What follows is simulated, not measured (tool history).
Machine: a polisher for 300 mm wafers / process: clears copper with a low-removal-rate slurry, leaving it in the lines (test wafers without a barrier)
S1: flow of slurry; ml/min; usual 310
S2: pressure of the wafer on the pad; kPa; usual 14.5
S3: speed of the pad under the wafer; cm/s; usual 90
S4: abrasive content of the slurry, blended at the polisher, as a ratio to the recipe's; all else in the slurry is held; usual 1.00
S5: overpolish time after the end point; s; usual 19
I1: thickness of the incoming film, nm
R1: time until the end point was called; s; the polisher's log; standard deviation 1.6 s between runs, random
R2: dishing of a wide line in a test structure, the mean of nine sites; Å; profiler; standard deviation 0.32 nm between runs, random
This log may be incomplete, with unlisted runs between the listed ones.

run     day   S1    S2   S3    S4  S5     I1     R1   R2
  1   0.000  310  14.5   76  1.00  19  329.5  197.0  139
  2   1.250  310  14.5   76  1.00  19  321.8  197.5  128
  3   2.700  310  14.5   90  1.00  19  329.1  173.5  146
  4   3.546  310  14.5   90  1.00  19  326.1  173.0  139
  5   4.850  310  14.5   90  1.00  19  324.9  181.6  145
  6   5.800  310  14.5   90  1.00  19  323.3  161.3  148
  7   6.838  310  14.5   90  1.00  19  324.6  163.9  148
  8   7.946  310  14.5   90  1.00  19  323.5  164.9  144
  9  11.292  310  14.5   90  1.00  19  325.2  174.1  147
 10  12.117  310  14.5   90  1.00  19  320.3  178.6  137
 11  13.217  310  14.5   90  1.00  12  327.3  159.3  119
 12  13.900  310  14.5   90  1.00  12  322.6  157.8  118
 13  14.950  310  14.5   90  1.00  12  324.5  159.5  115
 14  16.221  310  14.5   90  1.00  14  322.5  163.1  123
 15  17.267  310  11.0   90  1.20  28  326.4  203.2  154
 16  18.729  310  14.5   90  1.00  19  324.5  171.6  142
 17  20.067  260  17.2   90  1.00  19  322.0  146.9  153
 18  21.342  200  13.1   90  1.00  19  322.3  182.8  137
 19  21.854  310  14.5   90  1.25  19  328.9  159.5  151
 20  22.492  310  16.5  108  0.85  19  324.1  129.5  163
 21  23.038  310  14.5  104  1.00  19  330.4  149.6  149
 22  24.554  310  14.5   90  1.00  16  328.7  176.8  129
 23  25.733  310  14.5   90  1.00  19  321.5  161.4  148
 24  26.325  310  14.5  108  1.00  19  329.0  135.9  163
 25  27.071  310  10.3   90  1.00  19  327.5  210.9  130
 26  28.108  310  17.2   90  1.00  19  324.9  141.0  160
 27  29.412  310  14.5   90  1.00  19  318.8  166.0  143
 28  30.788  310  14.5   90  1.00  19  324.4  169.8  145
 29  31.896  310  14.5  120  0.90  19  319.3  121.5  172

Taken out of this log: 11 entries between the listed runs. Where each belongs, and how the hidden state differs across it:
From run 1 to run 2: slurry blender recalibrated (day 0.496)
  removal rate lost through wear of the pad, %: 1.96 -> 3.45
  difference, measured minus the result without the unlogged condition, R1: +3.9 -> +6.8 s; R2: -2 -> -2 Å
From run 4 to run 5: head pressure recalibrated (day 4.646)
  removal rate lost through wear of the pad, %: 8.04 -> 11.7
  difference, measured minus the result without the unlogged condition, R1: +13.9 -> +21.3 s; R2: -6 -> -9 Å
From run 5 to run 6: worn pad replaced by a new one (day 5.625)
  removal rate lost through wear of the pad, %: 11.7 -> 1.94
  difference, measured minus the result without the unlogged condition, R1: +21.3 -> +3.2 s; R2: -9 -> -2 Å
From run 10 to run 11: slurry nozzle cleaned (day 12.662); worn pad replaced by a new one (day 13.196)
  removal rate lost through wear of the pad, %: 11.5 -> 0.487
  difference, measured minus the result without the unlogged condition, R1: +20.6 -> +0.7 s; R2: -9 -> -1 Å
From run 12 to run 13: slurry blender recalibrated (day 14.279)
  removal rate lost through wear of the pad, %: 0.601 -> 1.19
  difference, measured minus the result without the unlogged condition, R1: +1.0 -> +1.9 s; R2: +0 -> -1 Å
From run 16 to run 17: worn pad replaced by a new one (day 19.371)
  removal rate lost through wear of the pad, %: 7.47 -> 2.86
  difference, measured minus the result without the unlogged condition, R1: +12.8 -> +4.2 s; R2: -5 -> -2 Å
From run 21 to run 22: head pressure recalibrated (day 23.758)
  removal rate lost through wear of the pad, %: 5.82 -> 8.88
  difference, measured minus the result without the unlogged condition, R1: +8.7 -> +15.7 s; R2: -4 -> -7 Å
From run 22 to run 23: worn pad replaced by a new one (day 25.588)
  removal rate lost through wear of the pad, %: 8.88 -> 0.0887
  difference, measured minus the result without the unlogged condition, R1: +15.7 -> +0.1 s; R2: -7 -> +0 Å
From run 25 to run 26: slurry blender recalibrated (day 27.450)
  removal rate lost through wear of the pad, %: 0.586 -> 1.53
  difference, measured minus the result without the unlogged condition, R1: +1.2 -> +2.2 s; R2: +0 -> -1 Å
From run 28 to run 29: worn pad replaced by a new one (day 31.746)
  removal rate lost through wear of the pad, %: 6.25 -> 0.103
  difference, measured minus the result without the unlogged condition, R1: +10.7 -> +0.1 s; R2: -4 -> +0 Å

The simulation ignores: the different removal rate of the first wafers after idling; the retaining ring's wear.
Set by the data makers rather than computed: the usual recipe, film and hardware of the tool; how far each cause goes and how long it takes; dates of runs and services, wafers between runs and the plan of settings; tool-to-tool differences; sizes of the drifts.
